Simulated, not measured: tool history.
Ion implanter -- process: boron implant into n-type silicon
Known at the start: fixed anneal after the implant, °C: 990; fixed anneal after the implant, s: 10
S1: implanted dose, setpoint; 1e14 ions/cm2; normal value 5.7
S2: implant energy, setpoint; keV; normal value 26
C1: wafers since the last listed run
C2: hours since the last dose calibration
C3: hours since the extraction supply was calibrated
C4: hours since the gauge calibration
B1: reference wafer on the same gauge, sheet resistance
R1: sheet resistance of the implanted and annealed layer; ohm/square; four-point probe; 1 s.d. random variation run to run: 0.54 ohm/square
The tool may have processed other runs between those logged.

{"run": 1, "hour": 0.0, "S1": 5.7, "S2": 26, "C1": 0, "C2": 1119.6, "C3": 5870.4, "C4": 276.2, "B1": 252.09, "R1": 228.06}
{"run": 2, "hour": 20.2, "S1": 5.7, "S2": 26, "C1": 499, "C2": 1139.8, "C3": 5890.6, "C4": 296.4, "B1": 251.85, "R1": 227.2}
{"run": 3, "hour": 51.7, "S1": 5.7, "S2": 29, "C1": 779, "C2": 1171.3, "C3": 5922.1, "C4": 327.9, "B1": 251.99, "R1": 224.63}
{"run": 4, "hour": 77.2, "S1": 5.7, "S2": 29, "C1": 630, "C2": 1196.8, "C3": 5947.6, "C4": 353.4, "B1": 251.93, "R1": 226.63}
{"run": 5, "hour": 110.4, "S1": 5.7, "S2": 26, "C1": 821, "C2": 1230, "C3": 5980.8, "C4": 386.6, "B1": 251.72, "R1": 228.06}
{"run": 6, "hour": 170.0, "S1": 5.7, "S2": 26, "C1": 1474, "C2": 1289.6, "C3": 6040.4, "C4": 446.2, "B1": 251.81, "R1": 227.11}
{"run": 7, "hour": 198.9, "S1": 5.7, "S2": 26, "C1": 714, "C2": 1318.5, "C3": 6069.3, "C4": 475.1, "B1": 252.19, "R1": 227.49}
{"run": 8, "hour": 223.2, "S1": 5.7, "S2": 26, "C1": 600, "C2": 1342.8, "C3": 6093.6, "C4": 499.4, "B1": 252.31, "R1": 227.54}
{"run": 9, "hour": 257.1, "S1": 4.8, "S2": 26, "C1": 838, "C2": 1376.7, "C3": 6127.5, "C4": 533.3, "B1": 251.84, "R1": 260.94}
{"run": 10, "hour": 278.1, "S1": 6.36, "S2": 26, "C1": 519, "C2": 1397.7, "C3": 6148.5, "C4": 554.3, "B1": 251.85, "R1": 208.19}
{"hour": 327.0, "done": "gauge calibrated"}
{"hour": 355.7, "done": "Faraday cup replaced and dose calibrated"}
{"run": 11, "hour": 381.4, "S1": 5.7, "S2": 26, "C1": 2356, "C2": 25.7, "C3": 6251.8, "C4": 54.4, "B1": 251.88, "R1": 232.93}
{"hour": 408.3, "done": "extraction supply calibrated"}
{"run": 12, "hour": 414.7, "S1": 4.2, "S2": 17, "C1": 625, "C2": 59, "C3": 6.4, "C4": 87.7, "B1": 251.74, "R1": 304.6}
{"hour": 464.8, "done": "Faraday cup replaced and dose calibrated, repeated, since the last time left the tool worse"}
{"run": 13, "hour": 465.3, "S1": 4.96, "S2": 32.5, "C1": 1053, "C2": 0.5, "C3": 57, "C4": 138.3, "B1": 252.29, "R1": 241.95}
{"run": 14, "hour": 484.7, "S1": 5.7, "S2": 18, "C1": 479, "C2": 19.9, "C3": 76.4, "C4": 157.7, "B1": 251.75, "R1": 226.27}
{"run": 15, "hour": 508.4, "S1": 5.24, "S2": 33.5, "C1": 586, "C2": 43.6, "C3": 100.1, "C4": 181.4, "B1": 251.88, "R1": 231.99}
{"run": 16, "hour": 539.4, "S1": 6.54, "S2": 29.5, "C1": 766, "C2": 74.6, "C3": 131.1, "C4": 212.4, "B1": 252.21, "R1": 195.78}
{"run": 17, "hour": 574.7, "S1": 6.54, "S2": 29.5, "C1": 873, "C2": 109.9, "C3": 166.4, "C4": 247.7, "B1": 251.96, "R1": 196.05}
{"run": 18, "hour": 594.8, "S1": 4.96, "S2": 32.5, "C1": 497, "C2": 130, "C3": 186.5, "C4": 267.8, "B1": 252.29, "R1": 244.1}

What the log doesn't show, run by run:
deviation of the true energy from its setpoint, %: 0, the same for each run
gauge reads high (%): 0, the same for each run
H1: deviation of the true dose from the Faraday cup's reading, %
run=1 H1=-3.49
run=2 H1=-3.51
run=3 H1=-3.53
run=4 H1=-3.55
run=5 H1=-3.58
run=6 H1=-3.62
run=7 H1=-3.64
run=8 H1=-3.65
run=9 H1=-3.67
run=10 H1=-3.69
run=11 H1=-5.95
run=12 H1=-6.18
run=13 H1=0.419
run=14 H1=0.275
run=15 H1=0.106
run=16 H1=-0.105
run=17 H1=-0.33
run=18 H1=-0.451
